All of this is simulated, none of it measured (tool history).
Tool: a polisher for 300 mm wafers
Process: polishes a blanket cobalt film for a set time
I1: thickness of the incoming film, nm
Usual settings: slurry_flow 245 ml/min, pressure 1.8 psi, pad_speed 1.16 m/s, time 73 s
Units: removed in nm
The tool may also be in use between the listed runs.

{"run": 1, "hour": 0.0, "slurry_flow": 245, "pressure": 1.8, "pad_speed": 1.16, "time": 73, "I1": 1526.6, "removed": 397.7}
{"run": 2, "hour": 28.2, "slurry_flow": 245, "pressure": 1.8, "pad_speed": 1.16, "time": 73, "I1": 1579.6, "removed": 394.4}
{"hour": 41.2, "done": "worn pad replaced by a new one"}
{"run": 3, "hour": 73.9, "slurry_flow": 245, "pressure": 1.8, "pad_speed": 1.16, "time": 73, "I1": 1548.3, "removed": 399.9}
{"run": 4, "hour": 105.2, "slurry_flow": 245, "pressure": 1.8, "pad_speed": 1.16, "time": 73, "I1": 1585.6, "removed": 403.5}
{"run": 5, "hour": 138.4, "slurry_flow": 245, "pressure": 1.8, "pad_speed": 1.16, "time": 73, "I1": 1552.9, "removed": 405.8}
{"run": 6, "hour": 209.9, "slurry_flow": 245, "pressure": 1.8, "pad_speed": 1.16, "time": 73, "I1": 1570.4, "removed": 403.0}
{"run": 7, "hour": 268.5, "slurry_flow": 245, "pressure": 1.8, "pad_speed": 1.16, "time": 73, "I1": 1576.0, "removed": 395.9}
{"hour": 288.7, "done": "slurry nozzle cleaned"}
{"run": 8, "hour": 321.3, "slurry_flow": 245, "pressure": 1.8, "pad_speed": 1.06, "time": 73, "I1": 1537.1, "removed": 380.7}
{"run": 9, "hour": 378.7, "slurry_flow": 245, "pressure": 1.8, "pad_speed": 1.06, "time": 73, "I1": 1559.3, "removed": 382.2}
{"hour": 388.8, "done": "worn pad replaced by a new one"}
{"run": 10, "hour": 432.9, "slurry_flow": 245, "pressure": 1.8, "pad_speed": 1.06, "time": 73, "I1": 1584.8, "removed": 379.0}
{"run": 11, "hour": 468.3, "slurry_flow": 245, "pressure": 1.8, "pad_speed": 1.16, "time": 80, "I1": 1562.0, "removed": 444.7}
{"run": 12, "hour": 503.5, "slurry_flow": 245, "pressure": 1.8, "pad_speed": 1.16, "time": 80, "I1": 1572.4, "removed": 442.5}
{"run": 13, "hour": 560.0, "slurry_flow": 245, "pressure": 1.8, "pad_speed": 1.16, "time": 80, "I1": 1560.8, "removed": 445.9}
{"run": 14, "hour": 617.4, "slurry_flow": 245, "pressure": 1.8, "pad_speed": 1.16, "time": 73, "I1": 1576.3, "removed": 407.7}
{"hour": 675.3, "done": "slurry nozzle cleaned"}
{"run": 15, "hour": 675.8, "slurry_flow": 245, "pressure": 1.8, "pad_speed": 1.16, "time": 73, "I1": 1587.8, "removed": 406.2}
{"hour": 730.1, "done": "worn pad replaced by a new one"}
{"run": 16, "hour": 732.9, "slurry_flow": 245, "pressure": 1.9, "pad_speed": 1.16, "time": 73, "I1": 1554.0, "removed": 435.3}
{"run": 17, "hour": 762.3, "slurry_flow": 245, "pressure": 1.9, "pad_speed": 1.16, "time": 73, "I1": 1558.6, "removed": 431.5}
{"run": 18, "hour": 789.7, "slurry_flow": 245, "pressure": 1.8, "pad_speed": 1.16, "time": 73, "I1": 1576.5, "removed": 415.5}
{"run": 19, "hour": 815.1, "slurry_flow": 245, "pressure": 1.8, "pad_speed": 1.16, "time": 86, "I1": 1535.4, "removed": 492.0}
{"run": 20, "hour": 888.5, "slurry_flow": 245, "pressure": 1.8, "pad_speed": 1.3, "time": 73, "I1": 1547.8, "removed": 445.8}
{"run": 21, "hour": 916.6, "slurry_flow": 245, "pressure": 2.2, "pad_speed": 1.16, "time": 73, "I1": 1582.1, "removed": 503.7}
{"run": 22, "hour": 961.1, "slurry_flow": 245, "pressure": 2.0, "pad_speed": 1.54, "time": 92, "I1": 1584.6, "removed": 697.8}
{"hour": 1014.5, "done": "head pressure recalibrated"}
{"hour": 1017.1, "done": "slurry nozzle cleaned"}
{"run": 23, "hour": 1028.7, "slurry_flow": 245, "pressure": 1.8, "pad_speed": 1.34, "time": 90, "I1": 1550.2, "removed": 538.2}
{"hour": 1072.9, "done": "worn pad replaced by a new one"}
{"run": 24, "hour": 1081.4, "slurry_flow": 245, "pressure": 1.8, "pad_speed": 1.16, "time": 73, "I1": 1547.2, "removed": 407.4}
{"run": 25, "hour": 1153.2, "slurry_flow": 245, "pressure": 1.8, "pad_speed": 1.16, "time": 73, "I1": 1579.1, "removed": 399.3}
{"run": 26, "hour": 1193.0, "slurry_flow": 245, "pressure": 1.8, "pad_speed": 0.92, "time": 61, "I1": 1592.5, "removed": 297.2}
{"run": 27, "hour": 1249.0, "slurry_flow": 205, "pressure": 2.0, "pad_speed": 0.86, "time": 58, "I1": 1573.4, "removed": 295.1}
{"run": 28, "hour": 1279.1, "slurry_flow": 245, "pressure": 1.8, "pad_speed": 1.16, "time": 73, "I1": 1544.8, "removed": 409.2}
{"run": 29, "hour": 1322.5, "slurry_flow": 245, "pressure": 1.8, "pad_speed": 1.16, "time": 73, "I1": 1549.5, "removed": 407.2}
{"run": 30, "hour": 1375.0, "slurry_flow": 245, "pressure": 1.8, "pad_speed": 1.16, "time": 73, "I1": 1566.6, "removed": 404.9}
{"hour": 1402.8, "done": "worn pad replaced by a new one"}
{"hour": 1416.4, "done": "slurry nozzle cleaned"}
{"run": 31, "hour": 1416.7, "slurry_flow": 170, "pressure": 2.1, "pad_speed": 1.46, "time": 60, "I1": 1557.4, "removed": 425.7}
{"run": 32, "hour": 1453.0, "slurry_flow": 245, "pressure": 1.8, "pad_speed": 1.16, "time": 73, "I1": 1577.1, "removed": 408.6}
{"run": 33, "hour": 1514.1, "slurry_flow": 245, "pressure": 1.8, "pad_speed": 1.16, "time": 48, "I1": 1586.6, "removed": 267.4}
{"run": 34, "hour": 1568.5, "slurry_flow": 200, "pressure": 1.8, "pad_speed": 1.16, "time": 82, "I1": 1547.9, "removed": 450.7}

What the log doesn't show, run by run:
removal rate lost through wear of the pad, %: 0 in every run
slurry flow missing at the pad, %: 0 in every run
H1: deviation of the head's pressure from its setpoint, %
run=1 H1=-1.21
run=2 H1=-1.19
run=3 H1=-1.16
run=4 H1=-1.12
run=5 H1=-1.07
run=6 H1=-0.925
run=7 H1=-0.764
run=8 H1=-0.588
run=9 H1=-0.364
run=10 H1=-0.121
run=11 H1=0.0545
run=12 H1=0.242
run=13 H1=0.57
run=14 H1=0.937
run=15 H1=1.35
run=16 H1=1.78
run=17 H1=2.02
run=18 H1=2.25
run=19 H1=2.47
run=20 H1=3.14
run=21 H1=3.41
run=22 H1=3.86
run=23 H1=-0.494
run=24 H1=-0.472
run=25 H1=-0.395
run=26 H1=-0.329
run=27 H1=-0.208
run=28 H1=-0.13
run=29 H1=0.000339
run=30 H1=0.184
run=31 H1=0.35
run=32 H1=0.51
run=33 H1=0.809
run=34 H1=1.11
